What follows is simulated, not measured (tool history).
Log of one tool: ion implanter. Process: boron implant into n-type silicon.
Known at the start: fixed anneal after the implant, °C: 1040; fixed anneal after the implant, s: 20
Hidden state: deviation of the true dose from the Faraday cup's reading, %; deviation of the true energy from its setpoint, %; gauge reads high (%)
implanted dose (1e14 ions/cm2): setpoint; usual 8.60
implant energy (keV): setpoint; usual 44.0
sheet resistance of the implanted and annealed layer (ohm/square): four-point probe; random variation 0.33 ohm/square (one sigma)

run   hour  implanted dose (1e14 ions/cm2)  implant energy (keV)  wafers since the last listed run  hours since the last dose calibration  hours since the extraction supply was calibrated  hours since the gauge calibration  read-back reference wafer on the same gauge, sheet resistance  sheet resistance of the implanted and annealed layer (ohm/square)
  1    0.0                            8.60                  44.0                                 0                                  321.9                                            3433.0                              191.4                                                         144.20                                                             129.85
  2   17.2                            8.60                  44.0                               302                                  339.1                                            3450.2                              208.6                                                         144.09                                                             129.55
  3   30.7                            8.60                  44.0                               237                                  352.6                                            3463.7                              222.1                                                         143.86                                                             129.82
  4   58.4                            8.60                  47.5                               487                                  380.3                                            3491.4                              249.8                                                         143.81                                                             129.32
      60.9  -- gauge calibrated
  5   78.8                            8.60                  44.0                               358                                  400.7                                            3511.8                               17.9                                                         144.78                                                             130.56
  6   94.2                            8.60                  44.0                               270                                  416.1                                            3527.2                               33.3                                                         144.86                                                             130.19
  7  126.2                            8.60                  44.0                               563                                  448.1                                            3559.2                               65.3                                                         144.77                                                             130.58
  8  148.1                            8.60                  44.0                               385                                  470.0                                            3581.1                               87.2                                                         144.69                                                             130.50
  9  166.4                            8.60                  44.0                               321                                  488.3                                            3599.4                              105.5                                                         144.53                                                             130.23
 10  199.5                            8.60                  44.0                               582                                  521.4                                            3632.5                              138.6                                                         144.28                                                             130.32
 11  231.7                            8.60                  44.0                               566                                  553.6                                            3664.7                              170.8                                                         144.24                                                             129.60
 12  252.4                            8.60                  44.0                               364                                  574.3                                            3685.4                              191.5                                                         143.92                                                             129.81
     277.1  -- extraction supply calibrated
     310.9  -- Faraday cup replaced and dose calibrated
     332.4  -- gauge calibrated
 13  345.5                            9.55                  48.5                              1356                                   34.6                                              68.4                               13.1                                                         144.74                                                             118.83
 14  373.7                            6.44                  40.0                               496                                   62.8                                              96.6                               41.3                                                         144.80                                                             166.83
 15  404.5                           10.77                  48.0                               541                                   93.6                                             127.4                               72.1                                                         144.84                                                             107.07
 16  428.8                            8.60                  37.0                               427                                  117.9                                             151.7                               96.4                                                         144.67                                                             132.45
 17  462.3                            9.48                  57.0                               589                                  151.4                                             185.2                              129.9                                                         144.29                                                             117.03
 18  483.7                           10.22                  51.0                               376                                  172.8                                             206.6                              151.3                                                         144.36                                                             111.59
 19  517.1                            8.60                  44.0                               587                                  206.2                                             240.0                              184.7                                                         144.03                                                             129.62
 20  539.2                           10.77                  50.0                               388                                  228.3                                             262.1                              206.8                                                         143.97                                                             106.39

Forecast each of these 4 alternatives for the next run:
  A  539.6                            8.60                  50.5                                 7                                  228.7                                             262.5                              207.2                                                              ?                                                                  ?
  B  539.6                            6.51                  51.5                                 7                                  228.7                                             262.5                              207.2                                                              ?                                                                  ?
  C  539.6                           10.86                  52.0                                 7                                  228.7                                             262.5                              207.2                                                              ?                                                                  ?
  D  539.6                            6.94                  44.0                                 7                                  228.7                                             262.5                              207.2                                                              ?                                                                  ?

run  read-back reference wafer on the same gauge, sheet resistance  sheet resistance of the implanted and annealed layer (ohm/square)
  A                                                         144.07                                                             127.91
  B                                                         144.07                                                             159.81
  C                                                         144.07                                                             105.35
  D                                                         144.07                                                             154.02
Without the tool's hidden state the same runs would have given:
run  sheet resistance of the implanted and annealed layer (ohm/square)
  A                                                             128.84
  B                                                             160.97
  C                                                             106.11
  D                                                             155.14

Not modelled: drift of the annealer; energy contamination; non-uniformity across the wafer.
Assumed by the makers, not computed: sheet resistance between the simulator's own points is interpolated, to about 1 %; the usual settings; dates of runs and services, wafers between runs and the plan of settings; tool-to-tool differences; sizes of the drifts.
